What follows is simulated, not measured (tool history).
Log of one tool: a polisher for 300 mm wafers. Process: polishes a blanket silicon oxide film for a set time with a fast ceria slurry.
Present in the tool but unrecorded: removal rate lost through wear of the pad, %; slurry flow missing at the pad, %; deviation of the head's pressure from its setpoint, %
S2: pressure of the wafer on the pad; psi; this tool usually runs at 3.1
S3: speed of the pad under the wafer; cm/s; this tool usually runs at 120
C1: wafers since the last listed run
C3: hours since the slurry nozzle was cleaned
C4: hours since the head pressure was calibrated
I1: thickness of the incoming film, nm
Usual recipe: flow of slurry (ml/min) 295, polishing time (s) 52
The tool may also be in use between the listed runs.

Run 1, hour 0.0: usual settings but polishing time (s) 47; C1 0; wafers polished on this pad 2508; C3 170.5; C4 534.0; I1 3104.9. Result: film removed (Å) 10953.
Run 2, hour 72.9: usual settings but polishing time (s) 47; C1 835; wafers polished on this pad 3343; C3 243.4; C4 606.9; I1 3112.1. Result: film removed (Å) 10871.
Run 3, hour 142.6: usual settings; C1 798; wafers polished on this pad 4142; C3 313.1; C4 676.6; I1 3081.9. Result: film removed (Å) 11899.
Run 4, hour 180.4: usual settings; C1 433; wafers polished on this pad 4576; C3 350.9; C4 714.4; I1 3095.2. Result: film removed (Å) 11869.
Run 5, hour 267.7: usual settings; C1 1000; wafers polished on this pad 5576; C3 438.2; C4 801.7; I1 3042.3. Result: film removed (Å) 11805.
Run 6, hour 339.7: usual settings but flow of slurry (ml/min) 275, S3 136 cm/s; C1 825; wafers polished on this pad 6402; C3 510.2; C4 873.7; I1 3089.1. Result: film removed (Å) 13029.
Run 7, hour 376.0: usual settings but polishing time (s) 48; C1 416; wafers polished on this pad 6818; C3 546.5; C4 910.0; I1 3080.8. Result: film removed (Å) 11204.
Run 8, hour 467.3: usual settings but polishing time (s) 48; C1 1046; wafers polished on this pad 7864; C3 637.8; C4 1001.3; I1 3117.9. Result: film removed (Å) 11034.
At hour 486.6: worn pad replaced by a new one.
Run 9, hour 532.7: usual settings but polishing time (s) 48; C1 703; wafers polished on this pad 528; C3 703.2; C4 1066.7; I1 3093.6. Result: film removed (Å) 11192.
At hour 545.9: slurry nozzle cleaned.
Run 10, hour 588.9: usual settings but flow of slurry (ml/min) 225, S2 3.9 psi; C1 632; wafers polished on this pad 1161; C3 43.0; C4 1122.9; I1 3105.5. Result: film removed (Å) 14536.
Run 11, hour 684.9: usual settings but flow of slurry (ml/min) 225, S2 3.9 psi; C1 1100; wafers polished on this pad 2261; C3 139.0; C4 1218.9; I1 3114.3. Result: film removed (Å) 14719.
Run 12, hour 734.2: usual settings; C1 565; wafers polished on this pad 2826; C3 188.3; C4 1268.2; I1 3067.0. Result: film removed (Å) 12298.
At hour 770.6: head pressure recalibrated.
Run 13, hour 784.5: usual settings; C1 553; wafers polished on this pad 3380; C3 238.6; C4 13.9; I1 3075.9. Result: film removed (Å) 12109.
Run 14, hour 840.9: usual settings; C1 646; wafers polished on this pad 4026; C3 295.0; C4 70.3; I1 3133.2. Result: film removed (Å) 11967.
Run 15, hour 945.3: usual settings; C1 1196; wafers polished on this pad 5223; C3 399.4; C4 174.7; I1 3080.8. Result: film removed (Å) 11908.
Run 16, hour 994.8: usual settings but flow of slurry (ml/min) 355, S2 2.8 psi, polishing time (s) 61; C1 567; wafers polished on this pad 5790; C3 448.9; C4 224.2; I1 3117.4. Result: film removed (Å) 13011.
Run 17, hour 1048.1: usual settings; C1 610; wafers polished on this pad 6401; C3 502.2; C4 277.5; I1 3073.2. Result: film removed (Å) 11903.
Run 18, hour 1098.8: usual settings but S2 3.9 psi; C1 581; wafers polished on this pad 6983; C3 552.9; C4 328.2; I1 3049.3. Result: film removed (Å) 15221.
Run 19, hour 1191.8: usual settings but flow of slurry (ml/min) 255, S2 3.7 psi, S3 160 cm/s, polishing time (s) 41; C1 1066; wafers polished on this pad 8049; C3 645.9; C4 421.2; I1 3044.1. Result: film removed (Å) 13429.
At hour 1201.5: slurry nozzle cleaned.
At hour 1231.7: worn pad replaced by a new one.
Run 20, hour 1263.3: usual settings; C1 762; wafers polished on this pad 361; C3 61.8; C4 492.7; I1 3081.4. Result: film removed (Å) 12022.
Run 21, hour 1333.0: usual settings; C1 798; wafers polished on this pad 1160; C3 131.5; C4 562.4; I1 3093.3. Result: film removed (Å) 12124.
Run 22, hour 1617.3: usual settings but S3 134 cm/s; C1 3258; wafers polished on this pad 4419; C3 415.8; C4 846.7; I1 3131.2. Result: film removed (Å) 12842.
Run 23, hour 1692.5: usual settings; C1 861; wafers polished on this pad 5281; C3 491.0; C4 921.9; I1 3109.6. Result: film removed (Å) 12025.
Run 24, hour 1749.5: usual settings but S2 2.3 psi, S3 90 cm/s, polishing time (s) 70; C1 653; wafers polished on this pad 5934; C3 548.0; C4 978.9; I1 3088.0. Result: film removed (Å) 10240.
Run 25, hour 1835.2: usual settings; C1 982; wafers polished on this pad 6917; C3 633.7; C4 1064.6; I1 3107.0. Result: film removed (Å) 11883.
Run 26, hour 1901.0: usual settings; C1 754; wafers polished on this pad 7671; C3 699.5; C4 1130.4; I1 3087.5. Result: film removed (Å) 11972.
At hour 1905.4: slurry nozzle cleaned.
At hour 1966.5: worn pad replaced by a new one.
Run 27, hour 1989.0: usual settings but S2 3.6 psi; C1 951; wafers polished on this pad 257; C3 83.6; C4 1218.4; I1 3112.0. Result: film removed (Å) 13983.
Run 28, hour 2070.2: usual settings but S3 102 cm/s, polishing time (s) 40; C1 930; wafers polished on this pad 1188; C3 164.8; C4 1299.6; I1 3129.1. Result: film removed (Å) 8468.
At hour 2080.5: head pressure recalibrated.
Run 29, hour 2145.4: usual settings but flow of slurry (ml/min) 210, S2 3.8 psi; C1 839; wafers polished on this pad 2027; C3 240.0; C4 64.9; I1 3065.8. Result: film removed (Å) 14141.
Run 30, hour 2245.0: usual settings but flow of slurry (ml/min) 390, polishing time (s) 35; C1 1141; wafers polished on this pad 3169; C3 339.6; C4 164.5; I1 3087.3. Result: film removed (Å) 8166.
Run 31, hour 2351.6: usual settings but flow of slurry (ml/min) 350, S2 3.8 psi, polishing time (s) 37; C1 1221; wafers polished on this pad 4391; C3 446.2; C4 271.1; I1 3102.4. Result: film removed (Å) 10804.
Run 32, hour 2430.9: usual settings but polishing time (s) 59; C1 908; wafers polished on this pad 5300; C3 525.5; C4 350.4; I1 3126.2. Result: film removed (Å) 13794.
Run 33, hour 2491.7: usual settings but flow of slurry (ml/min) 340, S2 2.4 psi, S3 140 cm/s, polishing time (s) 39; C1 696; wafers polished on this pad 5997; C3 586.3; C4 411.2; I1 3115.0. Result: film removed (Å) 7713.
Run 34, hour 2555.5: usual settings but S3 142 cm/s, polishing time (s) 36; C1 731; wafers polished on this pad 6728; C3 650.1; C4 475.0; I1 3061.8. Result: film removed (Å) 9098.

Run 35, settings as shown, results not yet in. Your forecast:
Run 35, hour 2598.8: usual settings; C1 496; wafers polished on this pad 7224; C3 693.4; C4 518.3; I1 3073.9. Result: film removed (Å) ?.

{"run 35": {"film removed (Å)": 12009}}
The same run, on a tool lacking any hidden state, would have yielded film removed (Å) 12009.
